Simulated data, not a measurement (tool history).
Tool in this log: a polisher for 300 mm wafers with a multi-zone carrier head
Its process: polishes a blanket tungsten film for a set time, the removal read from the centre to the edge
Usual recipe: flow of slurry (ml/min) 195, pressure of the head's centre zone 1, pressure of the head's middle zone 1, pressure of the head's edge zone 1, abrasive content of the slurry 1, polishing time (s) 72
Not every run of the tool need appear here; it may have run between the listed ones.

run   hour  flow of slurry (ml/min)  pressure of the head's centre zone  pressure of the head's middle zone  pressure of the head's edge zone  abrasive content of the slurry  polishing time (s)  incoming thickness of the incoming film, nm  film removed at the wafer's centre (angstrom)  film removed at mid-radius (angstrom)  film removed at the wafer's edge (angstrom)
  1      0                      225                                   1                                   1                                 1                               1                  72                                        792.8                                           2209                                   2286                                         2153
  2    6.8                      225                                   1                                   1                                 1                               1                  72                                        775.8                                           2210                                   2270                                         2162
  3   16.1                      225                                   1                                   1                                 1                               1                  72                                          785                                           2213                                   2263                                         2163
      22.1  -- worn pad replaced by a new one
  4   28.9                      195                                   1                                   1                                 1                               1                  72                                        789.2                                           2379                                   2436                                         2288
  5   37.9                      195                                   1                                   1                                 1                               1                  72                                        774.5                                           2394                                   2444                                         2214
      44.2  -- slurry nozzle cleaned
  6   49.7                      195                                   1                                   1                                 1                               1                  72                                        783.5                                           2354                                   2401                                         2238
  7   66.1                      195                                   1                                   1                                 1                               1                  72                                        782.4                                           2284                                   2353                                         2255
  8   82.7                      195                                   1                                   1                                 1                               1                  72                                        771.5                                           2245                                   2304                                         2165
  9   94.5                      195                                   1                                   1                                 1                               1                  72                                        795.6                                           2243                                   2313                                         2160
 10  109.9                      145                                   1                                1.05                                 1                               1                  72                                        779.4                                           2060                                   2233                                         1997
 11  120.5                      195                                   1                                   1                                 1                               1                  72                                        773.9                                           2141                                   2259                                         2182
     126.4  -- centre zone pressure recalibrated
     136.9  -- worn pad replaced by a new one
 12  137.4                      195                                   1                                   1                                 1                             1.3                  59                                        775.2                                           1997                                   2065                                         1970
     142.7  -- carrier head's membrane replaced by a new one
 13  143.2                      195                                0.92                                   1                                 1                             1.2                  72                                        791.7                                           2194                                   2542                                         2364
 14  157.8                      215                                   1                                   1                                 1                             0.9                  72                                        788.4                                           2339                                   2415                                         2250
 15  172.6                      195                                   1                                   1                                 1                               1                  72                                        775.7                                           2272                                   2361                                         2254
     182.9  -- edge zone pressure recalibrated
 16  185.7                      160                                   1                                1.05                                 1                               1                  72                                        776.4                                           2145                                   2337                                         2153
 17    196                      195                                1.07                                1.05                              1.04                               1                  72                                        789.8                                           2416                                   2402                                         2135
 18  210.5                      195                                1.07                                1.05                              1.04                               1                  72                                        771.4                                           2300                                   2383                                         2100
 19  221.8                      195                                 1.1                                   1                                 1                               1                  72                                        790.1                                           2370                                   2290                                         2120
 20  238.7                      195                                   1                                   1                               0.9                             0.8                  54                                        787.1                                           1580                                   1623                                         1468
 21  253.9                      195                                   1                                0.89                                 1                               1                  81                                        766.2                                           2349                                   2205                                         2340
 22    260                      195                                0.93                                1.04                                 1                               1                  72                                        792.5                                           1962                                   2244                                         2026
 23  276.5                      215                                   1                                   1                              1.08                               1                  72                                        774.8                                           2138                                   2173                                         2065

Here are 3 independent what-if runs from the current tool condition. What would each one return?
  A  276.9                      195                                   1                                   1                                 1                               1                  72                                        777.7                                              ?                                      ?                                            ?
  B  276.9                      195                                0.89                                   1                                 1                               1                  72                                        777.7                                              ?                                      ?                                            ?
  C  276.9                      195                                   1                                0.88                                 1                             0.7                  72                                        777.7                                              ?                                      ?                                            ?

run  film removed at the wafer's centre (angstrom)  film removed at mid-radius (angstrom)  film removed at the wafer's edge (angstrom)
  A                                           2086                                   2110                                         2008
  B                                           1883                                   2111                                         2008
  C                                           1986                                   1806                                         1916
The same runs, with their run-to-run variation unchanged, on a tool lacking any hidden condition would have given:
run  film removed at the wafer's centre (angstrom)  film removed at mid-radius (angstrom)  film removed at the wafer's edge (angstrom)
  A                                           2420                                   2448                                         2329
  B                                           2185                                   2449                                         2329
  C                                           2304                                   2096                                         2223

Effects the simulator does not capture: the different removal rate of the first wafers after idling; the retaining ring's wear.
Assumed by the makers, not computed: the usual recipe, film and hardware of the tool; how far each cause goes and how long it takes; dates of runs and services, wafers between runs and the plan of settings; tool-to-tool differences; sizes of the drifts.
